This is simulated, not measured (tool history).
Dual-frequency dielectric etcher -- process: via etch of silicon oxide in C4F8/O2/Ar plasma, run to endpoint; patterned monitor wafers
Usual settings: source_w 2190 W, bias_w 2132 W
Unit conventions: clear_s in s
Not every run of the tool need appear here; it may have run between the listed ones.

run	day	source_w	bias_w	incoming incoming film thickness, nm	clear_s
1	0	2190	2132	1424.2	274.6
2	1.462	2040	2132	1412.2	279.3
3	2.929	2040	2132	1424.2	280.5
4	5.504	2040	2132	1406.7	276.5
5	6.988	2190	2132	1410.7	270
6	7.946	2190	2132	1413.3	271.8
7	9.292	2190	2132	1400.4	269
# day 11.233: wet clean of the chamber
8	11.254	2190	2132	1415.4	274
9	11.708	2190	2132	1391.4	268.7
10	12.842	2190	2132	1403.7	271.5
# day 13.938: upper electrode replaced
11	13.958	2190	2132	1402	270
12	14.279	2190	2132	1407.9	272.8
13	15.208	2190	2132	1411.9	271.9
# day 15.733: bias power generator calibrated
14	16.229	2190	2132	1400	271.5
15	17.262	2190	1882	1425.6	282
16	18.633	2190	1882	1418.6	278.5
# day 19.5: source power generator calibrated
17	20.088	2190	2132	1413.9	271.6
18	21.267	2550	2318	1405.2	251
19	21.8	2700	2312	1400.1	246.5
20	22.729	2520	2132	1406	256.4
21	23.246	2190	1624	1421.5	286.2
22	25.4	2190	1624	1419.5	285.7
23	26.546	1790	1832	1408.1	296.1
24	27.071	1800	2132	1416.2	289.8
25	28.279	2190	2132	1404.1	270.1
26	29.196	2530	1971	1416.8	261.5
27	30.025	2190	2132	1402.3	269
# day 31.642: wet clean of the chamber
28	31.662	1910	2576	1410	275.7
29	31.954	2030	1797	1406.5	288.6
30	33.329	2010	2493	1417.4	274.1
31	34.683	2400	2341	1401.2	257.3
32	35.633	2190	2132	1418.9	273.9

Run 33, settings as shown, results not yet in. Your forecast:
33	36.8	2190	1969	1418.3	?

Run 33 came out at clear_s 276.7 s.
Take away the tool's hidden state, keep the run-to-run variation as it was, and the same run would have given clear_s 277.8 s.
